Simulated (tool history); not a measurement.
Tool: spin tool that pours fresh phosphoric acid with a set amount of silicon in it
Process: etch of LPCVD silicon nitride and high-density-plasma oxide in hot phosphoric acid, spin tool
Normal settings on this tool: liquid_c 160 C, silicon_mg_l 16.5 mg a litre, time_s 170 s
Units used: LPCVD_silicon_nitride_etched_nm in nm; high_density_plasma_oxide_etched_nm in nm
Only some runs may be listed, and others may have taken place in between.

run	day	liquid_c	silicon_mg_l	time_s	wafers since the last listed run	hours since the thermometer was replaced	hours since the dissolved silicon flow meter was replaced	hours since the heated supply line was repaired	hours since the gauge calibration	read-back film thickness of the LPCVD silicon nitride reference wafer, read on the same gauge (nm)	read-back film thickness of the high-density-plasma oxide reference wafer, read on the same gauge (nm)	LPCVD_silicon_nitride_etched_nm	high_density_plasma_oxide_etched_nm
1	0	160	9	225	0	1152.3	51.8	3841.6	174.5	149.97	149.995	15.6	0.513
2	1.342	160	9	225	232	1184.5	84	3873.8	206.7	149.97	149.943	15.58	0.543
3	2.2	159	23.5	170	149	1205.1	104.6	3894.4	227.3	149.99	149.985	11.39	0.219
4	3.088	160	16.5	170	154	1226.4	125.9	3915.7	248.6	149.99	149.991	11.84	0.333
5	4.238	160	16.5	170	199	1254	153.5	3943.3	276.2	150	150.009	11.84	0.314
6	5.188	160	16.5	170	164	1276.8	176.3	3966.1	299	150.01	149.997	11.86	0.329
7	6.383	160	16.5	170	207	1305.5	205	3994.8	327.7	150.02	150.014	11.9	0.351
# day 7.079: heated supply line repaired
8	7.746	160	16.5	170	229	1338.2	237.7	16	360.4	150.02	149.981	11.88	0.331
9	8.642	160	16.5	170	155	1359.7	259.2	37.5	381.9	150.02	150.025	11.75	0.361
# day 9.754: gauge calibrated
10	9.971	160	16.5	170	230	1391.6	291.1	69.4	5.2	149.99	149.961	11.65	0.31
11	11.058	163	16.5	110	188	1417.7	317.2	95.5	31.3	150	149.973	8.43	0.276
12	11.621	160	16.5	115	97	1431.2	330.7	109	44.8	150	150.006	7.93	0.176
# day 11.783: thermometer replaced
13	12.567	158.5	27	95	156	18.8	353.4	131.7	67.5	150.01	149.964	5.92	0.109
# day 12.762: dissolved silicon flow meter replaced
14	13.717	160	16.5	170	192	46.4	22.9	159.3	95.1	150.01	149.979	11.33	0.241
15	14.771	161	24	255	183	71.7	48.2	184.6	120.4	150	149.943	17.26	0.281
# day 15.492: thermometer replaced, repeated, since the last time left the tool worse
16	15.971	160	16.5	170	201	11.5	77	213.4	149.2	150	150.011	12.34	0.374
17	16.508	162	16.5	95	93	24.4	89.9	226.3	162.1	149.99	150.035	7.45	0.259

For run 18, what comes out?
18	17.454	157.5	5	140	164	47.1	112.6	249	184.8	?	?	?	?

{"run 18": {"read-back film thickness of the LPCVD silicon nitride reference wafer, read on the same gauge (nm)": 150, "read-back film thickness of the high-density-plasma oxide reference wafer, read on the same gauge (nm)": 149.989, "LPCVD_silicon_nitride_etched_nm": 9.42, "high_density_plasma_oxide_etched_nm": 0.253}}
With the hidden condition absent and the run-to-run variation left alone, this run would have shown LPCVD_silicon_nitride_etched_nm 9.5 nm, high_density_plasma_oxide_etched_nm 0.258 nm.
